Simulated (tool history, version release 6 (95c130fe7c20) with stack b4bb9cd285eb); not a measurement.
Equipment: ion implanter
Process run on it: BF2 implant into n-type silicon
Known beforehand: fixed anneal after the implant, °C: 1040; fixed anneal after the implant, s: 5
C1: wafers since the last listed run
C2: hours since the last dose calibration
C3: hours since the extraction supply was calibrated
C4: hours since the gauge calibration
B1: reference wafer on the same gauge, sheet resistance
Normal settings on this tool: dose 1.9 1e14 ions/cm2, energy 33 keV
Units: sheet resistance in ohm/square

{"run": 1, "day": 0.0, "dose": 1.58, "energy": 26.5, "C1": 0, "C2": 1159.4, "C3": 4325.2, "C4": 569.7, "B1": 484.61, "sheet resistance": 595.62}
{"run": 2, "day": 0.988, "dose": 1.58, "energy": 26.5, "C1": 264, "C2": 1183.1, "C3": 4348.9, "C4": 593.4, "B1": 484.5, "sheet resistance": 594.47}
{"run": 3, "day": 2.075, "dose": 1.58, "energy": 26.5, "C1": 291, "C2": 1209.2, "C3": 4375, "C4": 619.5, "B1": 484.24, "sheet resistance": 595.87}
{"run": 4, "day": 2.942, "dose": 2.27, "energy": 33, "C1": 232, "C2": 1230, "C3": 4395.8, "C4": 640.3, "B1": 484.55, "sheet resistance": 427.95}
{"run": 5, "day": 4.004, "dose": 2.27, "energy": 33, "C1": 284, "C2": 1255.5, "C3": 4421.3, "C4": 665.8, "B1": 485.61, "sheet resistance": 426.28}
{"run": 6, "day": 4.671, "dose": 1.9, "energy": 33, "C1": 178, "C2": 1271.5, "C3": 4437.3, "C4": 681.8, "B1": 484.81, "sheet resistance": 499.71}
{"run": 7, "day": 5.75, "dose": 1.9, "energy": 33, "C1": 289, "C2": 1297.4, "C3": 4463.2, "C4": 707.7, "B1": 485.78, "sheet resistance": 490.62}
{"run": 8, "day": 10.054, "dose": 1.9, "energy": 33, "C1": 1153, "C2": 1400.7, "C3": 4566.5, "C4": 811, "B1": 484.97, "sheet resistance": 492.92}
{"day": 10.662, "done": "Faraday cup replaced and dose calibrated"}
{"run": 9, "day": 10.683, "dose": 1.9, "energy": 33, "C1": 79, "C2": 0.5, "C3": 4581.6, "C4": 826.1, "B1": 485.23, "sheet resistance": 499.57}
{"run": 10, "day": 11.688, "dose": 1.9, "energy": 33, "C1": 269, "C2": 24.6, "C3": 4605.7, "C4": 850.2, "B1": 484.59, "sheet resistance": 492.79}
{"run": 11, "day": 12.367, "dose": 1.9, "energy": 33, "C1": 181, "C2": 40.9, "C3": 4622, "C4": 866.5, "B1": 485.45, "sheet resistance": 493.95}
{"run": 12, "day": 13.862, "dose": 1.9, "energy": 33, "C1": 400, "C2": 76.8, "C3": 4657.9, "C4": 902.4, "B1": 484.84, "sheet resistance": 498.77}
{"run": 13, "day": 15.092, "dose": 1.9, "energy": 33, "C1": 329, "C2": 106.3, "C3": 4687.4, "C4": 931.9, "B1": 484.97, "sheet resistance": 497.56}
{"run": 14, "day": 16.154, "dose": 1.9, "energy": 33, "C1": 284, "C2": 131.8, "C3": 4712.9, "C4": 957.4, "B1": 484.82, "sheet resistance": 497.95}
{"day": 16.946, "done": "gauge calibrated"}
{"run": 15, "day": 17.538, "dose": 1.9, "energy": 33, "C1": 370, "C2": 165, "C3": 4746.1, "C4": 14.2, "B1": 485.15, "sheet resistance": 496.39}
{"run": 16, "day": 18.433, "dose": 1.9, "energy": 33, "C1": 240, "C2": 186.5, "C3": 4767.6, "C4": 35.7, "B1": 484.18, "sheet resistance": 495.16}
{"run": 17, "day": 18.996, "dose": 1.9, "energy": 33, "C1": 150, "C2": 200, "C3": 4781.1, "C4": 49.2, "B1": 484.95, "sheet resistance": 498.21}
{"run": 18, "day": 20.275, "dose": 2.16, "energy": 38.5, "C1": 342, "C2": 230.7, "C3": 4811.8, "C4": 79.9, "B1": 485.12, "sheet resistance": 439.25}
{"run": 19, "day": 21.062, "dose": 1.9, "energy": 38, "C1": 210, "C2": 249.6, "C3": 4830.7, "C4": 98.8, "B1": 485.4, "sheet resistance": 492.22}
{"run": 20, "day": 21.854, "dose": 1.9, "energy": 28.5, "C1": 212, "C2": 268.6, "C3": 4849.7, "C4": 117.8, "B1": 485.19, "sheet resistance": 506.9}
{"run": 21, "day": 22.667, "dose": 2.23, "energy": 41, "C1": 217, "C2": 288.1, "C3": 4869.2, "C4": 137.3, "B1": 486.07, "sheet resistance": 423.64}
{"run": 22, "day": 23.192, "dose": 2.27, "energy": 33, "C1": 140, "C2": 300.7, "C3": 4881.8, "C4": 149.9, "B1": 484.81, "sheet resistance": 430.16}
{"run": 23, "day": 24.154, "dose": 1.9, "energy": 33, "C1": 257, "C2": 323.8, "C3": 4904.9, "C4": 173, "B1": 485.54, "sheet resistance": 497.8}
{"run": 24, "day": 25.021, "dose": 1.6, "energy": 43, "C1": 231, "C2": 344.6, "C3": 4925.7, "C4": 193.8, "B1": 484.86, "sheet resistance": 547.2}
{"day": 25.354, "done": "extraction supply calibrated"}
{"run": 25, "day": 26.433, "dose": 1.38, "energy": 39, "C1": 289, "C2": 378.5, "C3": 25.9, "C4": 227.7, "B1": 485.36, "sheet resistance": 626.06}
{"run": 26, "day": 27.033, "dose": 2.44, "energy": 27.5, "C1": 160, "C2": 392.9, "C3": 40.3, "C4": 242.1, "B1": 484.86, "sheet resistance": 409.64}
{"run": 27, "day": 28.092, "dose": 1.9, "energy": 28, "C1": 283, "C2": 418.3, "C3": 65.7, "C4": 267.5, "B1": 484.58, "sheet resistance": 506.85}
{"run": 28, "day": 31.417, "dose": 2.21, "energy": 39.5, "C1": 890, "C2": 498.1, "C3": 145.5, "C4": 347.3, "B1": 485.04, "sheet resistance": 424.31}
{"run": 29, "day": 31.929, "dose": 1.4, "energy": 33, "C1": 137, "C2": 510.4, "C3": 157.8, "C4": 359.6, "B1": 485.67, "sheet resistance": 636.05}
{"run": 30, "day": 32.454, "dose": 2.16, "energy": 37, "C1": 140, "C2": 523, "C3": 170.4, "C4": 372.2, "B1": 484.39, "sheet resistance": 439.31}
{"run": 31, "day": 33.125, "dose": 1.9, "energy": 25, "C1": 179, "C2": 539.1, "C3": 186.5, "C4": 388.3, "B1": 485.42, "sheet resistance": 517.46}
{"run": 32, "day": 34.462, "dose": 1.9, "energy": 33, "C1": 358, "C2": 571.2, "C3": 218.6, "C4": 420.4, "B1": 484.79, "sheet resistance": 502.11}

What was the tool's hidden state at every run in the log?
deviation of the true dose from the Faraday cup's reading, %: 0 across all the runs
deviation of the true energy from its setpoint, %: 0 across all the runs
gauge reads high (%): 0 across all the runs

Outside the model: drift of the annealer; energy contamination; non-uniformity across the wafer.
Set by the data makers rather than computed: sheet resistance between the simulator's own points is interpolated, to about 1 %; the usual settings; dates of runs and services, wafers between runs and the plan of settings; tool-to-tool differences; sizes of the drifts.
